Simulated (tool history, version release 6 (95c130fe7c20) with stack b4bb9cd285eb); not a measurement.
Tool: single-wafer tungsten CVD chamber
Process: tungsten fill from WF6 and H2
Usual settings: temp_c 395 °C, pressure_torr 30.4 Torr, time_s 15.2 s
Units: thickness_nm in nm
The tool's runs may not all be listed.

| run | hour | temp_c | pressure_torr | time_s | read-back reference wafer on the same gauge, thickness_nm | thickness_nm |
|---|---|---|---|---|---|---|
| 1 | 0 | 395 | 30.4 | 15.2 | 40.839 | 41.212 |
| 2 | 22.1 | 395 | 30.4 | 15.2 | 40.754 | 41.088 |
| 3 | 58 | 395 | 30.4 | 15.2 | 40.819 | 40.984 |
| 4 | 82.7 | 395 | 30.4 | 15.2 | 40.804 | 41.248 |
| 5 | 106.3 | 395 | 30.4 | 15.2 | 40.726 | 41.146 |
| 6 | 129 | 395 | 30.4 | 15.2 | 40.747 | 41.09 |
|  | 141.3 | gauge calibrated |
| 7 | 151.3 | 395 | 30.4 | 15.2 | 40.796 | 41.054 |
| 8 | 186.7 | 391 | 37.2 | 15.2 | 40.845 | 40.565 |
|  | 197.8 | thermocouple changed; heater temperature recalibrated |
|  | 283.7 | showerhead replaced |
|  | 286.9 | capacitance manometer re-zeroed and calibrated |
| 9 | 287.4 | 395 | 30.4 | 17.2 | 40.857 | 46.363 |
| 10 | 295.6 | 395 | 30.4 | 15.2 | 40.802 | 40.779 |
| 11 | 313.1 | 395 | 30.4 | 17.8 | 40.794 | 48.439 |
| 12 | 344.7 | 407 | 30.4 | 15.2 | 40.752 | 53.006 |
| 13 | 372.9 | 395 | 30.4 | 15.2 | 40.848 | 40.95 |
| 14 | 398.3 | 403 | 30.4 | 17.8 | 40.8 | 56.805 |
| 15 | 430.7 | 391 | 34.7 | 15.2 | 40.815 | 39.424 |

Forecast each of these 5 alternatives for the next run:
| A | 431.1 | 395 | 30.4 | 15.2 | ? | ? |
| B | 431.1 | 407 | 32.9 | 17 | ? | ? |
| C | 431.1 | 395 | 25.6 | 15.2 | ? | ? |
| D | 431.1 | 395 | 28.4 | 17.2 | ? | ? |
| E | 431.1 | 388 | 26 | 17.5 | ? | ? |

| run | read-back reference wafer on the same gauge, thickness_nm | thickness_nm |
|---|---|---|
| A | 40.884 | 41.229 |
| B | 40.884 | 60.482 |
| C | 40.884 | 39.168 |
| D | 40.884 | 45.723 |
| E | 40.884 | 38.885 |
Without the tool's hidden state the same runs would have given:
| run | thickness_nm |
|---|---|
| A | 41.229 |
| B | 60.482 |
| C | 39.168 |
| D | 45.723 |
| E | 38.885 |
